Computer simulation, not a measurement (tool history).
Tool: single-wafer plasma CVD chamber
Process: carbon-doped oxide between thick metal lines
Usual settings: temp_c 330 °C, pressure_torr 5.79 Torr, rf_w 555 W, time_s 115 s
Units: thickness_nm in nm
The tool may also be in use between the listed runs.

run,day,temp_c,pressure_torr,rf_w,time_s,wafers since the last listed run,hours since the last thermocouple change,hours since the last RF generator calibration,hours since the last manometer calibration,hours since the showerhead was replaced,hours since the gauge calibration,"read-back reference wafer on the same gauge, thickness_nm",thickness_nm
1,0.000,330,5.79,555,115,0,2205.4,925.1,1492.9,4659.1,368.2,662.779,632.576
2,0.742,330,5.79,555,115,187,2223.2,942.9,1510.7,4676.9,386.0,663.258,631.571
# day 1.654: showerhead replaced
3,1.721,330,5.79,555,115,163,2246.7,966.4,1534.2,1.6,409.5,662.814,631.917
4,2.800,330,5.79,555,115,272,2272.6,992.3,1560.1,27.5,435.4,663.422,635.437
5,3.604,330,5.79,555,115,203,2291.9,1011.6,1579.4,46.8,454.7,663.039,633.908
6,4.817,330,5.79,555,115,306,2321.0,1040.7,1608.5,75.9,483.8,662.660,632.841
# day 5.288: RF generator calibrated
7,6.100,321,5.79,505,115,239,2351.8,19.5,1639.3,106.7,514.6,663.098,630.203
8,7.196,330,5.79,475,136,276,2378.1,45.8,1665.6,133.0,540.9,662.811,693.095
# day 7.696: thermocouple changed; heater temperature recalibrated
9,8.000,330,5.79,555,115,118,7.3,65.1,1684.9,152.3,560.2,662.977,638.496
# day 8.471: gauge calibrated
10,8.821,322,5.79,555,115,207,27.0,84.8,1704.6,172.0,8.4,663.207,659.203
11,10.029,330,5.79,555,115,305,56.0,113.8,1733.6,201.0,37.4,663.163,637.216
12,11.121,342,5.79,555,138,275,82.2,140.0,1759.8,227.2,63.6,662.916,733.686
13,12.475,330,7.12,555,115,342,114.7,172.5,1792.3,259.7,96.1,663.034,653.106
14,13.308,340,6.43,555,131,210,134.7,192.5,1812.3,279.7,116.1,662.688,711.646
15,14.762,341,6.22,625,115,367,169.6,227.4,1847.2,314.6,151.0,663.121,662.835
# day 15.288: capacitance manometer re-zeroed and calibrated
16,16.258,324,4.39,555,115,293,205.5,263.3,23.3,350.5,186.9,662.792,630.970
17,17.096,330,5.79,555,115,211,225.6,283.4,43.4,370.6,207.0,663.007,644.072
18,18.338,323,5.79,555,115,313,255.4,313.2,73.2,400.4,236.8,662.899,660.155
19,19.412,330,5.79,555,115,271,281.2,339.0,99.0,426.2,262.6,663.242,642.406
20,20.588,325,6.25,450,98,296,309.4,367.2,127.2,454.4,290.8,663.181,500.168
21,21.304,323,4.55,555,115,181,326.6,384.4,144.4,471.6,308.0,662.810,636.772
22,22.138,330,5.05,495,115,210,346.6,404.4,164.4,491.6,328.0,662.677,590.787
23,23.567,330,5.79,555,115,361,380.9,438.7,198.7,525.9,362.3,663.138,642.572
24,24.571,330,5.79,555,115,253,405.0,462.8,222.8,550.0,386.4,662.737,642.196
25,25.529,330,5.79,555,115,242,428.0,485.8,245.8,573.0,409.4,663.007,641.396
26,26.542,322,5.79,555,93,255,452.3,510.1,270.1,597.3,433.7,663.135,535.710
27,27.383,330,5.79,555,115,212,472.5,530.3,290.3,617.5,453.9,663.311,638.616
28,28.108,330,5.79,660,115,183,489.9,547.7,307.7,634.9,471.3,662.869,702.356
29,28.638,318,5.79,650,115,133,502.6,560.4,320.4,647.6,484.0,662.616,732.260

Forecast each of these 3 alternatives for the next run:
A,28.654,334,5.79,555,115,4,503.0,560.8,320.8,648.0,484.4,?,?
B,28.654,330,5.79,555,98,4,503.0,560.8,320.8,648.0,484.4,?,?
C,28.654,342,5.79,555,115,4,503.0,560.8,320.8,648.0,484.4,?,?

run,"read-back reference wafer on the same gauge, thickness_nm",thickness_nm
A,662.664,634.255
B,662.664,548.434
C,662.664,617.862
Without the tool's hidden state the same runs would have given:
run,thickness_nm
A,642.061
B,555.184
C,625.467
